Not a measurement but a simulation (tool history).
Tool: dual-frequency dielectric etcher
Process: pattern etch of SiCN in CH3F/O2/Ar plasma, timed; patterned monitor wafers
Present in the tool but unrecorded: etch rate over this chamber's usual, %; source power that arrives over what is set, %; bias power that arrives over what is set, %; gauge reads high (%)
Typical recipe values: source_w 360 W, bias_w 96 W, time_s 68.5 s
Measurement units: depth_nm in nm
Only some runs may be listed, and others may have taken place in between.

| run | hour | source_w | bias_w | time_s | wafers since the last listed run | hours since the last wet clean | hours since the last source power generator calibration | hours since the last bias power generator calibration | hours since the last upper electrode change | hours since the gauge calibration | read-back reference wafer on the same gauge, depth_nm | depth_nm |
|---|---|---|---|---|---|---|---|---|---|---|---|---|
| 1 | 0 | 360 | 113 | 68.5 | 0 | 355.3 | 2147.5 | 3486.5 | 2070.7 | 644.1 | 31.71 | 27.11 |
|  | 32.8 | wet clean of the chamber |
| 2 | 62.3 | 410 | 96 | 68.5 | 334 | 29.5 | 2209.8 | 3548.8 | 2133 | 706.4 | 31.71 | 27.3 |
| 3 | 133.8 | 410 | 96 | 68.5 | 625 | 101 | 2281.3 | 3620.3 | 2204.5 | 777.9 | 31.7 | 27.37 |
| 4 | 177.7 | 360 | 96 | 68.5 | 383 | 144.9 | 2325.2 | 3664.2 | 2248.4 | 821.8 | 31.69 | 26.2 |
| 5 | 217.5 | 360 | 96 | 68.5 | 348 | 184.7 | 2365 | 3704 | 2288.2 | 861.6 | 31.71 | 26.19 |
| 6 | 288.1 | 360 | 96 | 68.5 | 617 | 255.3 | 2435.6 | 3774.6 | 2358.8 | 932.2 | 31.68 | 26.17 |
| 7 | 326.2 | 360 | 96 | 68.5 | 333 | 293.4 | 2473.7 | 3812.7 | 2396.9 | 970.3 | 31.72 | 26.15 |
| 8 | 356.6 | 360 | 96 | 68.5 | 265 | 323.8 | 2504.1 | 3843.1 | 2427.3 | 1000.7 | 31.68 | 26.21 |
|  | 388.2 | source power generator calibrated |
| 9 | 402.6 | 360 | 96 | 68.5 | 367 | 369.8 | 14.4 | 3889.1 | 2473.3 | 1046.7 | 31.7 | 26.27 |
|  | 429.7 | wet clean of the chamber |
| 10 | 438.9 | 360 | 96 | 68.5 | 107 | 9.2 | 50.7 | 3925.4 | 2509.6 | 1083 | 31.7 | 26.37 |
| 11 | 479.5 | 360 | 103 | 55.5 | 355 | 49.8 | 91.3 | 3966 | 2550.2 | 1123.6 | 31.7 | 21.6 |
|  | 550.7 | bias power generator calibrated |
| 12 | 574.6 | 300 | 117 | 83 | 796 | 144.9 | 186.4 | 23.9 | 2645.3 | 1218.7 | 31.7 | 31.52 |
| 13 | 624.6 | 360 | 96 | 85.5 | 437 | 194.9 | 236.4 | 73.9 | 2695.3 | 1268.7 | 31.69 | 32.65 |
| 14 | 675.3 | 320 | 78 | 68.5 | 443 | 245.6 | 287.1 | 124.6 | 2746 | 1319.4 | 31.69 | 24.49 |
| 15 | 704.9 | 300 | 96 | 68.5 | 258 | 275.2 | 316.7 | 154.2 | 2775.6 | 1349 | 31.68 | 24.89 |
|  | 767.9 | upper electrode replaced |
| 16 | 768.4 | 300 | 96 | 59 | 345 | 338.7 | 380.2 | 217.7 | 0.5 | 1412.5 | 31.71 | 21.45 |
| 17 | 816.2 | 360 | 96 | 68.5 | 418 | 386.5 | 428 | 265.5 | 48.3 | 1460.3 | 31.7 | 26.08 |
|  | 836.1 | gauge calibrated |
|  | 855.3 | wet clean of the chamber |
| 18 | 1022 | 290 | 96 | 51 | 1589 | 166.7 | 633.8 | 471.3 | 254.1 | 185.9 | 31.7 | 18.46 |
| 19 | 1061.9 | 400 | 96 | 75.5 | 348 | 206.6 | 673.7 | 511.2 | 294 | 225.8 | 31.69 | 29.92 |
| 20 | 1165.5 | 360 | 86 | 68.5 | 906 | 310.2 | 777.3 | 614.8 | 397.6 | 329.4 | 31.69 | 25.56 |
| 21 | 1221.4 | 430 | 114 | 52.5 | 488 | 366.1 | 833.2 | 670.7 | 453.5 | 385.3 | 31.69 | 21.95 |
|  | 1259.7 | wet clean of the chamber |
| 22 | 1282.3 | 360 | 96 | 68.5 | 322 | 22.6 | 894.1 | 731.6 | 514.4 | 446.2 | 31.7 | 26.4 |
| 23 | 1322.4 | 360 | 81 | 62 | 350 | 62.7 | 934.2 | 771.7 | 554.5 | 486.3 | 31.69 | 23.15 |
| 24 | 1362.1 | 360 | 96 | 68.5 | 347 | 102.4 | 973.9 | 811.4 | 594.2 | 526 | 31.71 | 26.43 |
| 25 | 1422.2 | 300 | 84 | 49.5 | 525 | 162.5 | 1034 | 871.5 | 654.3 | 586.1 | 31.7 | 17.6 |
| 26 | 1479.8 | 360 | 96 | 68.5 | 503 | 220.1 | 1091.6 | 929.1 | 711.9 | 643.7 | 31.72 | 26.27 |
| 27 | 1506.5 | 360 | 96 | 59 | 233 | 246.8 | 1118.3 | 955.8 | 738.6 | 670.4 | 31.68 | 22.56 |
| 28 | 1570.3 | 360 | 96 | 68.5 | 557 | 310.6 | 1182.1 | 1019.6 | 802.4 | 734.2 | 31.7 | 26.19 |
| 29 | 1607 | 360 | 96 | 50.5 | 320 | 347.3 | 1218.8 | 1056.3 | 839.1 | 770.9 | 31.7 | 19.26 |
|  | 1655.8 | wet clean of the chamber |
| 30 | 1656.3 | 360 | 96 | 60.5 | 221 | 0.5 | 1268.1 | 1105.6 | 888.4 | 820.2 | 31.71 | 23.29 |

Hidden state, per run?
bias power that arrives over what is set, %: 0 at every run
gauge reads high (%): 0 at every run
H1: etch rate over this chamber's usual, %
H2: source power that arrives over what is set, %
| run | H1 | H2 |
|---|---|---|
| 1 | -0.741 | -2.3 |
| 2 | 0.146 | -2.46 |
| 3 | -0.0163 | -2.65 |
| 4 | -0.116 | -2.77 |
| 5 | -0.206 | -2.88 |
| 6 | -0.366 | -3.09 |
| 7 | -0.452 | -3.2 |
| 8 | -0.521 | -3.29 |
| 9 | -0.625 | -0.858 |
| 10 | -0.359 | -0.859 |
| 11 | -0.451 | -0.863 |
| 12 | -0.667 | -0.879 |
| 13 | -0.78 | -0.891 |
| 14 | -0.895 | -0.907 |
| 15 | -0.962 | -0.918 |
| 16 | -1.11 | -0.944 |
| 17 | -1.21 | -0.967 |
| 18 | -0.344 | -1.1 |
| 19 | -0.434 | -1.13 |
| 20 | -0.669 | -1.22 |
| 21 | -0.795 | -1.27 |
| 22 | -0.0634 | -1.34 |
| 23 | -0.154 | -1.38 |
| 24 | -0.244 | -1.42 |
| 25 | -0.38 | -1.5 |
| 26 | -0.511 | -1.57 |
| 27 | -0.571 | -1.61 |
| 28 | -0.716 | -1.69 |
| 29 | -0.799 | -1.75 |
| 30 | 0.0417 | -1.82 |

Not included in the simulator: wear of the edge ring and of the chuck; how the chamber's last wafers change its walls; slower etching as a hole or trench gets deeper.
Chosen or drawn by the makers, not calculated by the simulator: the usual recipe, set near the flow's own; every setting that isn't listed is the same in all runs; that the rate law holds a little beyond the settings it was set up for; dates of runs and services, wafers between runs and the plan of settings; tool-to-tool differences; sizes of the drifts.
